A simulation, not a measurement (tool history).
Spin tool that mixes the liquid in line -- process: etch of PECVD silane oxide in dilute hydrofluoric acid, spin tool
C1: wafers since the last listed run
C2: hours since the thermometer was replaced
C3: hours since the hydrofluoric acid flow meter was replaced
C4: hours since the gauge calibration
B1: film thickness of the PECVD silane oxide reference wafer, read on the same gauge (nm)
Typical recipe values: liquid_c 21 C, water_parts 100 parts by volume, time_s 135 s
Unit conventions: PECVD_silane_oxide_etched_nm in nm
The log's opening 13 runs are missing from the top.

run 14 hour=368.1 | liquid_c=21 water_parts=100 time_s=135 | C1=97 C2=2137.5 C3=183 C4=1146.5 | B1=120 | PECVD_silane_oxide_etched_nm=26.65
run 15 hour=398.2 | liquid_c=25 water_parts=60 time_s=165 | C1=150 C2=2167.6 C3=213.1 C4=1176.6 | B1=120.03 | PECVD_silane_oxide_etched_nm=67.75
-- hour=445.6 thermometer replaced
run 16 hour=459.3 | liquid_c=21 water_parts=100 time_s=135 | C1=300 C2=13.7 C3=274.2 C4=1237.7 | B1=119.98 | PECVD_silane_oxide_etched_nm=25.5
run 17 hour=476.3 | liquid_c=21 water_parts=100 time_s=55 | C1=85 C2=30.7 C3=291.2 C4=1254.7 | B1=120 | PECVD_silane_oxide_etched_nm=10.24
run 18 hour=526.8 | liquid_c=21 water_parts=100 time_s=135 | C1=252 C2=81.2 C3=341.7 C4=1305.2 | B1=120.03 | PECVD_silane_oxide_etched_nm=25.46
-- hour=535.3 gauge calibrated
run 19 hour=541.7 | liquid_c=21 water_parts=100 time_s=135 | C1=74 C2=96.1 C3=356.6 C4=6.4 | B1=120.05 | PECVD_silane_oxide_etched_nm=25.29
run 20 hour=556.6 | liquid_c=18 water_parts=65 time_s=110 | C1=74 C2=111 C3=371.5 C4=21.3 | B1=119.98 | PECVD_silane_oxide_etched_nm=28.72
run 21 hour=575.5 | liquid_c=21 water_parts=100 time_s=135 | C1=94 C2=129.9 C3=390.4 C4=40.2 | B1=120 | PECVD_silane_oxide_etched_nm=25.49
run 22 hour=607.4 | liquid_c=21 water_parts=100 time_s=110 | C1=159 C2=161.8 C3=422.3 C4=72.1 | B1=119.97 | PECVD_silane_oxide_etched_nm=20.45
run 23 hour=713 | liquid_c=17 water_parts=100 time_s=90 | C1=528 C2=267.4 C3=527.9 C4=177.7 | B1=120 | PECVD_silane_oxide_etched_nm=14.22
run 24 hour=727.5 | liquid_c=23.5 water_parts=100 time_s=60 | C1=72 C2=281.9 C3=542.4 C4=192.2 | B1=119.99 | PECVD_silane_oxide_etched_nm=12.33
run 25 hour=744.5 | liquid_c=24.5 water_parts=100 time_s=65 | C1=85 C2=298.9 C3=559.4 C4=209.2 | B1=120 | PECVD_silane_oxide_etched_nm=14.12
-- hour=758.8 thermometer replaced, repeated, since the last time left the tool worse
run 26 hour=770.5 | liquid_c=24.5 water_parts=80 time_s=135 | C1=125 C2=11.7 C3=585.4 C4=235.2 | B1=119.99 | PECVD_silane_oxide_etched_nm=42.79
run 27 hour=792.5 | liquid_c=24.5 water_parts=80 time_s=135 | C1=110 C2=33.7 C3=607.4 C4=257.2 | B1=119.95 | PECVD_silane_oxide_etched_nm=42.09
-- hour=793.8 hydrofluoric acid flow meter replaced
run 28 hour=818.8 | liquid_c=18.5 water_parts=100 time_s=135 | C1=126 C2=60 C3=25 C4=283.5 | B1=120 | PECVD_silane_oxide_etched_nm=26
run 29 hour=844.4 | liquid_c=21 water_parts=125 time_s=195 | C1=128 C2=85.6 C3=50.6 C4=309.1 | B1=119.97 | PECVD_silane_oxide_etched_nm=32.5
run 30 hour=870.1 | liquid_c=21 water_parts=100 time_s=135 | C1=128 C2=111.3 C3=76.3 C4=334.8 | B1=120.02 | PECVD_silane_oxide_etched_nm=28.45
run 31 hour=900.9 | liquid_c=17.5 water_parts=100 time_s=100 | C1=154 C2=142.1 C3=107.1 C4=365.6 | B1=120.03 | PECVD_silane_oxide_etched_nm=18.35
run 32 hour=923.7 | liquid_c=21 water_parts=100 time_s=135 | C1=114 C2=164.9 C3=129.9 C4=388.4 | B1=119.97 | PECVD_silane_oxide_etched_nm=28.78

Here are 5 independent what-if runs from the current tool condition. What would each one return?
run A hour=924.2 | liquid_c=17 water_parts=100 time_s=135 | C1=2 C2=165.4 C3=130.4 C4=388.9 | B1=? | PECVD_silane_oxide_etched_nm=?
run B hour=924.2 | liquid_c=18 water_parts=130 time_s=135 | C1=2 C2=165.4 C3=130.4 C4=388.9 | B1=? | PECVD_silane_oxide_etched_nm=?
run C hour=924.2 | liquid_c=24 water_parts=100 time_s=165 | C1=2 C2=165.4 C3=130.4 C4=388.9 | B1=? | PECVD_silane_oxide_etched_nm=?
run D hour=924.2 | liquid_c=23.5 water_parts=80 time_s=135 | C1=2 C2=165.4 C3=130.4 C4=388.9 | B1=? | PECVD_silane_oxide_etched_nm=?
run E hour=924.2 | liquid_c=23 water_parts=100 time_s=135 | C1=2 C2=165.4 C3=130.4 C4=388.9 | B1=? | PECVD_silane_oxide_etched_nm=?

run=A B1=120.05 PECVD_silane_oxide_etched_nm=24.18
run=B B1=120.05 PECVD_silane_oxide_etched_nm=18.8
run=C B1=120.05 PECVD_silane_oxide_etched_nm=39.36
run=D B1=120.05 PECVD_silane_oxide_etched_nm=40.45
run=E B1=120.05 PECVD_silane_oxide_etched_nm=30.95
Take away the tool's hidden state, keep each run's random variation, and the runs would have read:
run=A PECVD_silane_oxide_etched_nm=24.35
run=B PECVD_silane_oxide_etched_nm=18.94
run=C PECVD_silane_oxide_etched_nm=39.63
run=D PECVD_silane_oxide_etched_nm=40.73
run=E PECVD_silane_oxide_etched_nm=31.16

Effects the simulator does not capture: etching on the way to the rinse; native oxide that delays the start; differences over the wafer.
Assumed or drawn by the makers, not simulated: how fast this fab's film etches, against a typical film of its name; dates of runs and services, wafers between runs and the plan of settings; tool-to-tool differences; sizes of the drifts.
